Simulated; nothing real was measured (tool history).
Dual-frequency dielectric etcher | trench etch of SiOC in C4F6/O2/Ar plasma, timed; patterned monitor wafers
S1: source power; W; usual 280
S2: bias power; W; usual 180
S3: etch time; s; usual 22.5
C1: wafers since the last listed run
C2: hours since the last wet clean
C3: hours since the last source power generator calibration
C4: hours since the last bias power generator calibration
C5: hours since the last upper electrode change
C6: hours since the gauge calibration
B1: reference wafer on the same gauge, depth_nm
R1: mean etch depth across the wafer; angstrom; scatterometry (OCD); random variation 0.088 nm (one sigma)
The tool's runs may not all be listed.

| run | day | S1 | S2 | S3 | C1 | C2 | C3 | C4 | C5 | C6 | B1 | R1 |
|---|---|---|---|---|---|---|---|---|---|---|---|---|
| 1 | 0 | 280 | 180 | 22.5 | 0 | 293.7 | 1465.5 | 4825.2 | 2958 | 515.9 | 47.62 | 442 |
| 2 | 0.504 | 280 | 180 | 22.5 | 164 | 305.8 | 1477.6 | 4837.3 | 2970.1 | 528 | 47.6 | 443.9 |
| 3 | 1.788 | 280 | 180 | 22.5 | 417 | 336.6 | 1508.4 | 4868.1 | 3000.9 | 558.8 | 47.58 | 444.6 |
| 4 | 3.042 | 320 | 170 | 22.5 | 407 | 366.7 | 1538.5 | 4898.2 | 3031 | 588.9 | 47.6 | 456.6 |
|  | 4.404 | wet clean of the chamber |
| 5 | 4.425 | 320 | 170 | 22.5 | 124 | 0.5 | 1571.7 | 4931.4 | 3064.2 | 622.1 | 47.63 | 453.8 |
| 6 | 4.533 | 320 | 170 | 22.5 | 35 | 3.1 | 1574.3 | 4934 | 3066.8 | 624.7 | 47.57 | 455.9 |
| 7 | 7.142 | 280 | 180 | 22.5 | 848 | 65.7 | 1636.9 | 4996.6 | 3129.4 | 687.3 | 47.6 | 440.2 |
| 8 | 7.688 | 280 | 198 | 22.5 | 177 | 78.8 | 1650 | 5009.7 | 3142.5 | 700.4 | 47.58 | 459.4 |
| 9 | 8.546 | 280 | 180 | 22.5 | 279 | 99.4 | 1670.6 | 5030.3 | 3163.1 | 721 | 47.61 | 443.1 |
|  | 9.638 | source power generator calibrated |
| 10 | 9.929 | 280 | 180 | 22.5 | 395 | 132.6 | 7 | 5063.5 | 3196.3 | 754.2 | 47.6 | 432.7 |
| 11 | 10.821 | 280 | 180 | 22.5 | 290 | 154 | 28.4 | 5084.9 | 3217.7 | 775.6 | 47.6 | 436.5 |
| 12 | 11.788 | 280 | 180 | 22.5 | 314 | 177.2 | 51.6 | 5108.1 | 3240.9 | 798.8 | 47.58 | 435.5 |
|  | 13.2 | bias power generator calibrated |
| 13 | 13.221 | 280 | 180 | 22.5 | 412 | 211.6 | 86 | 0.5 | 3275.3 | 833.2 | 47.61 | 434.8 |
| 14 | 13.754 | 280 | 180 | 27 | 173 | 224.4 | 98.8 | 13.3 | 3288.1 | 846 | 47.62 | 523.1 |
| 15 | 14.875 | 260 | 192 | 22.5 | 364 | 251.3 | 125.7 | 40.2 | 3315 | 872.9 | 47.58 | 434.1 |
| 16 | 16.154 | 220 | 157 | 22.5 | 416 | 282 | 156.4 | 70.9 | 3345.7 | 903.6 | 47.59 | 371.8 |
|  | 17.679 | gauge calibrated |
|  | 18.196 | upper electrode replaced |
|  | 19.667 | wet clean of the chamber |
| 17 | 19.825 | 280 | 198 | 25 | 543 | 3.8 | 244.5 | 159 | 39.1 | 51.5 | 47.6 | 500.8 |
| 18 | 20.421 | 310 | 180 | 22.5 | 193 | 18.1 | 258.8 | 173.3 | 53.4 | 65.8 | 47.62 | 453.4 |
| 19 | 21.496 | 280 | 180 | 22.5 | 349 | 43.9 | 284.6 | 199.1 | 79.2 | 91.6 | 47.61 | 432.5 |
| 20 | 22.354 | 280 | 165 | 27.5 | 279 | 64.5 | 305.2 | 219.7 | 99.8 | 112.2 | 47.61 | 511.2 |
| 21 | 23.2 | 240 | 180 | 22.5 | 275 | 84.8 | 325.5 | 240 | 120.1 | 132.5 | 47.61 | 406.6 |
| 22 | 24.238 | 320 | 145 | 28.5 | 337 | 109.7 | 350.4 | 264.9 | 145 | 157.4 | 47.61 | 531.1 |
| 23 | 25.658 | 280 | 222 | 22.5 | 462 | 143.8 | 384.5 | 299 | 179.1 | 191.5 | 47.58 | 476.3 |
| 24 | 26.775 | 320 | 145 | 28.5 | 363 | 170.6 | 411.3 | 325.8 | 205.9 | 218.3 | 47.61 | 531.9 |
| 25 | 28.021 | 280 | 180 | 22.5 | 405 | 200.5 | 441.2 | 355.7 | 235.8 | 248.2 | 47.6 | 435.9 |
| 26 | 29.217 | 340 | 180 | 22.5 | 389 | 229.2 | 469.9 | 384.4 | 264.5 | 276.9 | 47.59 | 472.1 |

The next listed run, before its measurement:
| 27 | 30.192 | 240 | 151 | 29 | 317 | 252.6 | 493.3 | 407.8 | 287.9 | 300.3 | ? | ? |

Run 27 gave B1 47.62, R1 490.8 angstrom.
Without the tool's hidden state the same run would have given R1 486 angstrom.
